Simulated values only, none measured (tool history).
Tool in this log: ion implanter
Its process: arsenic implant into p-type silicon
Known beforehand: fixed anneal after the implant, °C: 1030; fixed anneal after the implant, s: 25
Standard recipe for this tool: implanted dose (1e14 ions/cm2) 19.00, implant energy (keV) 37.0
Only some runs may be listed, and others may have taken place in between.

run,hour,implanted dose (1e14 ions/cm2),implant energy (keV),wafers since the last listed run,hours since the last dose calibration,hours since the extraction supply was calibrated,hours since the gauge calibration,"read-back reference wafer on the same gauge, sheet resistance",sheet resistance of the implanted and annealed layer (ohm/square)
1,0.0,19.00,34.0,0,536.3,4105.8,221.0,72.69,85.50
2,15.0,19.00,37.0,135,551.3,4120.8,236.0,72.70,83.46
3,28.8,19.00,37.0,124,565.1,4134.6,249.8,72.69,83.49
4,41.2,22.87,30.5,111,577.5,4147.0,262.2,72.70,82.02
5,54.6,22.87,30.5,120,590.9,4160.4,275.6,72.67,82.13
6,68.0,19.00,37.0,120,604.3,4173.8,289.0,72.69,82.98
7,84.6,19.00,37.0,149,620.9,4190.4,305.6,72.69,82.75
# hour 99.8: extraction supply calibrated
# hour 104.6: Faraday cup replaced and dose calibrated
8,105.1,19.00,37.0,68,0.5,5.3,326.1,72.68,84.22
9,109.4,19.00,37.0,38,4.8,9.6,330.4,72.71,84.29
# hour 120.0: gauge calibrated
10,120.8,19.00,37.0,102,16.2,21.0,0.8,72.71,84.37
11,138.7,19.00,37.0,161,34.1,38.9,18.7,72.70,84.21
12,151.0,16.19,28.5,110,46.4,51.2,31.0,72.70,97.05
13,167.2,21.02,26.5,145,62.6,67.4,47.2,72.68,88.92
14,181.7,19.00,46.0,130,77.1,81.9,61.7,72.72,79.17
15,190.8,19.00,37.0,81,86.2,91.0,70.8,72.71,84.43
16,197.9,19.00,37.0,63,93.3,98.1,77.9,72.70,84.17
17,220.7,19.00,37.0,205,116.1,120.9,100.7,72.70,84.34
18,228.0,24.10,33.0,65,123.4,128.2,108.0,72.72,79.80
19,235.9,22.87,30.5,71,131.3,136.1,115.9,72.70,83.16
20,252.0,24.04,37.0,145,147.4,152.2,132.0,72.70,76.68
21,264.7,23.85,46.0,114,160.1,164.9,144.7,72.71,71.09
22,279.7,20.54,24.5,135,175.1,179.9,159.7,72.71,91.69

Each row is a separate what-if for the run after 22, all from the same tool condition, not one after another. Results?
A,280.1,13.73,37.0,3,175.5,180.3,160.1,?,?
B,280.1,24.55,43.0,3,175.5,180.3,160.1,?,?
C,280.1,22.08,24.5,3,175.5,180.3,160.1,?,?
D,280.1,14.76,47.0,3,175.5,180.3,160.1,?,?
E,280.1,19.00,33.5,3,175.5,180.3,160.1,?,?

run,"read-back reference wafer on the same gauge, sheet resistance",sheet resistance of the implanted and annealed layer (ohm/square)
A,72.69,99.26
B,72.69,72.10
C,72.69,89.32
D,72.69,90.18
E,72.69,86.57
Without the tool's unlogged condition, the same runs would have read:
run,sheet resistance of the implanted and annealed layer (ohm/square)
A,100.01
B,72.46
C,89.68
D,90.90
E,87.05
